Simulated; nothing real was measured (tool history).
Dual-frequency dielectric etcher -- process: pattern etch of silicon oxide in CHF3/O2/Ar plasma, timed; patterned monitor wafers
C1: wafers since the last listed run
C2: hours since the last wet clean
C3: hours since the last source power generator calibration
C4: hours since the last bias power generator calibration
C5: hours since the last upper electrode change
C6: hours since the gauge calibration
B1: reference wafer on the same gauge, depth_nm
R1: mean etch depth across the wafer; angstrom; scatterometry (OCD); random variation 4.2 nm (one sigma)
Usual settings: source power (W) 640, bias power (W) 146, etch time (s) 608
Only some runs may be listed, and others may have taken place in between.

run 1 hour=0 | source_power_(W)=590 bias_power_(W)=146 etch_time_(s)=608 | C1=0 C2=98.9 C3=3657 C4=1431.6 C5=1225.3 C6=1478.3 | B1=1110.9 | R1=11949
run 2 hour=31.1 | source_power_(W)=590 bias_power_(W)=146 etch_time_(s)=608 | C1=101 C2=130 C3=3688.1 C4=1462.7 C5=1256.4 C6=1509.4 | B1=1110 | R1=11960
run 3 hour=103 | source_power_(W)=590 bias_power_(W)=146 etch_time_(s)=608 | C1=233 C2=201.9 C3=3760 C4=1534.6 C5=1328.3 C6=1581.3 | B1=1110.2 | R1=12019
run 4 hour=147.3 | source_power_(W)=640 bias_power_(W)=146 etch_time_(s)=700 | C1=144 C2=246.2 C3=3804.3 C4=1578.9 C5=1372.6 C6=1625.6 | B1=1110.1 | R1=14401
-- hour=206.6 wet clean of the chamber
run 5 hour=207.1 | source_power_(W)=640 bias_power_(W)=146 etch_time_(s)=700 | C1=116 C2=0.5 C3=3864.1 C4=1638.7 C5=1432.4 C6=1685.4 | B1=1109.5 | R1=14075
run 6 hour=220.7 | source_power_(W)=640 bias_power_(W)=146 etch_time_(s)=700 | C1=44 C2=14.1 C3=3877.7 C4=1652.3 C5=1446 C6=1699 | B1=1109.7 | R1=14027
-- hour=255.8 gauge calibrated
run 7 hour=275.3 | source_power_(W)=670 bias_power_(W)=146 etch_time_(s)=608 | C1=177 C2=68.7 C3=3932.3 C4=1706.9 C5=1500.6 C6=19.5 | B1=1109.7 | R1=12513
-- hour=329.1 source power generator calibrated
run 8 hour=329.6 | source_power_(W)=670 bias_power_(W)=146 etch_time_(s)=608 | C1=163 C2=123 C3=0.5 C4=1761.2 C5=1554.9 C6=73.8 | B1=1110 | R1=12546
run 9 hour=355.6 | source_power_(W)=670 bias_power_(W)=146 etch_time_(s)=608 | C1=84 C2=149 C3=26.5 C4=1787.2 C5=1580.9 C6=99.8 | B1=1109.5 | R1=12632
run 10 hour=381.2 | source_power_(W)=720 bias_power_(W)=146 etch_time_(s)=697 | C1=83 C2=174.6 C3=52.1 C4=1812.8 C5=1606.5 C6=125.4 | B1=1110.3 | R1=14911
run 11 hour=410.4 | source_power_(W)=540 bias_power_(W)=126 etch_time_(s)=551.5 | C1=95 C2=203.8 C3=81.3 C4=1842 C5=1635.7 C6=154.6 | B1=1110.2 | R1=9930
run 12 hour=458.4 | source_power_(W)=500 bias_power_(W)=182 etch_time_(s)=516 | C1=156 C2=251.8 C3=129.3 C4=1890 C5=1683.7 C6=202.6 | B1=1110.2 | R1=10179
run 13 hour=487.7 | source_power_(W)=740 bias_power_(W)=175 etch_time_(s)=522.5 | C1=95 C2=281.1 C3=158.6 C4=1919.3 C5=1713 C6=231.9 | B1=1109.8 | R1=12225
-- hour=518 wet clean of the chamber
-- hour=527.4 bias power generator calibrated
run 14 hour=544.1 | source_power_(W)=640 bias_power_(W)=146 etch_time_(s)=608 | C1=92 C2=26.1 C3=215 C4=16.7 C5=1769.4 C6=288.3 | B1=1110.6 | R1=12436
run 15 hour=596.4 | source_power_(W)=490 bias_power_(W)=120 etch_time_(s)=444.5 | C1=170 C2=78.4 C3=267.3 C4=69 C5=1821.7 C6=340.6 | B1=1109.5 | R1=7549
run 16 hour=653.8 | source_power_(W)=500 bias_power_(W)=182 etch_time_(s)=516 | C1=186 C2=135.8 C3=324.7 C4=126.4 C5=1879.1 C6=398 | B1=1110.2 | R1=10262
run 17 hour=721.6 | source_power_(W)=780 bias_power_(W)=146 etch_time_(s)=608 | C1=220 C2=203.6 C3=392.5 C4=194.2 C5=1946.9 C6=465.8 | B1=1109.7 | R1=13707
run 18 hour=749.2 | source_power_(W)=490 bias_power_(W)=146 etch_time_(s)=608 | C1=89 C2=231.2 C3=420.1 C4=221.8 C5=1974.5 C6=493.4 | B1=1110.3 | R1=11259
run 19 hour=805.1 | source_power_(W)=710 bias_power_(W)=146 etch_time_(s)=711 | C1=181 C2=287.1 C3=476 C4=277.7 C5=2030.4 C6=549.3 | B1=1110.1 | R1=15493
-- hour=847.2 wet clean of the chamber
-- hour=848.1 upper electrode replaced
run 20 hour=851.3 | source_power_(W)=480 bias_power_(W)=122 etch_time_(s)=608 | C1=69 C2=4.1 C3=522.2 C4=323.9 C5=3.2 C6=595.5 | B1=1109.2 | R1=10228
run 21 hour=917.9 | source_power_(W)=780 bias_power_(W)=125 etch_time_(s)=502 | C1=216 C2=70.7 C3=588.8 C4=390.5 C5=69.8 C6=662.1 | B1=1110 | R1=10556
run 22 hour=980.3 | source_power_(W)=520 bias_power_(W)=146 etch_time_(s)=654.5 | C1=203 C2=133.1 C3=651.2 C4=452.9 C5=132.2 C6=724.5 | B1=1109.6 | R1=12278
run 23 hour=1022.6 | source_power_(W)=640 bias_power_(W)=146 etch_time_(s)=608 | C1=137 C2=175.4 C3=693.5 C4=495.2 C5=174.5 C6=766.8 | B1=1110.3 | R1=12512
run 24 hour=1091.7 | source_power_(W)=780 bias_power_(W)=146 etch_time_(s)=608 | C1=224 C2=244.5 C3=762.6 C4=564.3 C5=243.6 C6=835.9 | B1=1110.2 | R1=13743
run 25 hour=1138.4 | source_power_(W)=640 bias_power_(W)=168 etch_time_(s)=522.5 | C1=151 C2=291.2 C3=809.3 C4=611 C5=290.3 C6=882.6 | B1=1109.4 | R1=11452
run 26 hour=1175.7 | source_power_(W)=520 bias_power_(W)=124 etch_time_(s)=690.5 | C1=121 C2=328.5 C3=846.6 C4=648.3 C5=327.6 C6=919.9 | B1=1109.7 | R1=12357
-- hour=1241.5 wet clean of the chamber
run 27 hour=1242 | source_power_(W)=640 bias_power_(W)=161 etch_time_(s)=783 | C1=137 C2=0.5 C3=912.9 C4=714.6 C5=393.9 C6=986.2 | B1=1109.9 | R1=16393
run 28 hour=1263.2 | source_power_(W)=640 bias_power_(W)=146 etch_time_(s)=534.5 | C1=68 C2=21.7 C3=934.1 C4=735.8 C5=415.1 C6=1007.4 | B1=1109.7 | R1=10824

Each row is a separate what-if for the run after 28, all from the same tool condition, not one after another. Results?
run A hour=1263.8 | source_power_(W)=640 bias_power_(W)=162 etch_time_(s)=608 | C1=1 C2=22.3 C3=934.7 C4=736.4 C5=415.7 C6=1008 | B1=? | R1=?
run B hour=1263.8 | source_power_(W)=640 bias_power_(W)=157 etch_time_(s)=608 | C1=1 C2=22.3 C3=934.7 C4=736.4 C5=415.7 C6=1008 | B1=? | R1=?
run C hour=1263.8 | source_power_(W)=640 bias_power_(W)=160 etch_time_(s)=608 | C1=1 C2=22.3 C3=934.7 C4=736.4 C5=415.7 C6=1008 | B1=? | R1=?
run D hour=1263.8 | source_power_(W)=550 bias_power_(W)=156 etch_time_(s)=468.5 | C1=1 C2=22.3 C3=934.7 C4=736.4 C5=415.7 C6=1008 | B1=? | R1=?
run E hour=1263.8 | source_power_(W)=770 bias_power_(W)=158 etch_time_(s)=429.5 | C1=1 C2=22.3 C3=934.7 C4=736.4 C5=415.7 C6=1008 | B1=? | R1=?

run=A B1=1109.2 R1=12794
run=B B1=1109.2 R1=12650
run=C B1=1109.2 R1=12737
run=D B1=1109.2 R1=9094
run=E B1=1109.2 R1=9705
With no hidden state in the tool, these same runs would have given:
run=A R1=12896
run=B R1=12751
run=C R1=12838
run=D R1=9167
run=E R1=9782
